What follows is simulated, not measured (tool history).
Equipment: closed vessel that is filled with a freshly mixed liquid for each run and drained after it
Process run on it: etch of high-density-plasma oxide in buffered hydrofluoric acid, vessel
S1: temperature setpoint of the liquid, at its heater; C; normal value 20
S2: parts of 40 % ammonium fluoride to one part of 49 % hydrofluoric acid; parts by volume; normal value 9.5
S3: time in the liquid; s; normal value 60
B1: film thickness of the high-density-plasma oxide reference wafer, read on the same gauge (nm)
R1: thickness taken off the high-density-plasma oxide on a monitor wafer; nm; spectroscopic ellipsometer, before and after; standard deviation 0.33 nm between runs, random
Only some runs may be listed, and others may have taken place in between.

| run | day | S1 | S2 | S3 | B1 | R1 |
|---|---|---|---|---|---|---|
| 1 | 0 | 20 | 9.5 | 60 | 30.02 | 100.65 |
| 2 | 2.533 | 20 | 9.5 | 60 | 29.97 | 100.47 |
| 3 | 5.092 | 20 | 9.5 | 60 | 29.98 | 100.93 |
| 4 | 6.921 | 20 | 9.5 | 60 | 30.01 | 100.34 |
| 5 | 9.762 | 20 | 9.5 | 60 | 30.01 | 100.68 |
| 6 | 11.038 | 20 | 9.5 | 60 | 30 | 100.86 |
|  | 13.442 | gauge calibrated |
| 7 | 14.004 | 20 | 9.5 | 60 | 29.95 | 100.49 |
|  | 16.304 | hydrofluoric acid flow meter replaced |
| 8 | 16.612 | 20 | 9.5 | 60 | 30.02 | 100.64 |
|  | 16.662 | thermometer replaced |
| 9 | 18.583 | 20 | 9.5 | 60 | 30 | 101.04 |
| 10 | 25.371 | 20 | 7.5 | 60 | 29.98 | 127.12 |
| 11 | 27.708 | 20 | 9.5 | 60 | 29.98 | 100.64 |
| 12 | 30.604 | 22.5 | 7 | 70 | 29.98 | 183.43 |

Run 13 has not been measured yet. What should we expect?
| 13 | 32.196 | 20 | 9.5 | 80 | ? | ? |

Run 13 measured B1 29.99, R1 134.16 nm.
On a tool with no hidden condition, and with the same random variation, this run would have come out at R1 134.16 nm.
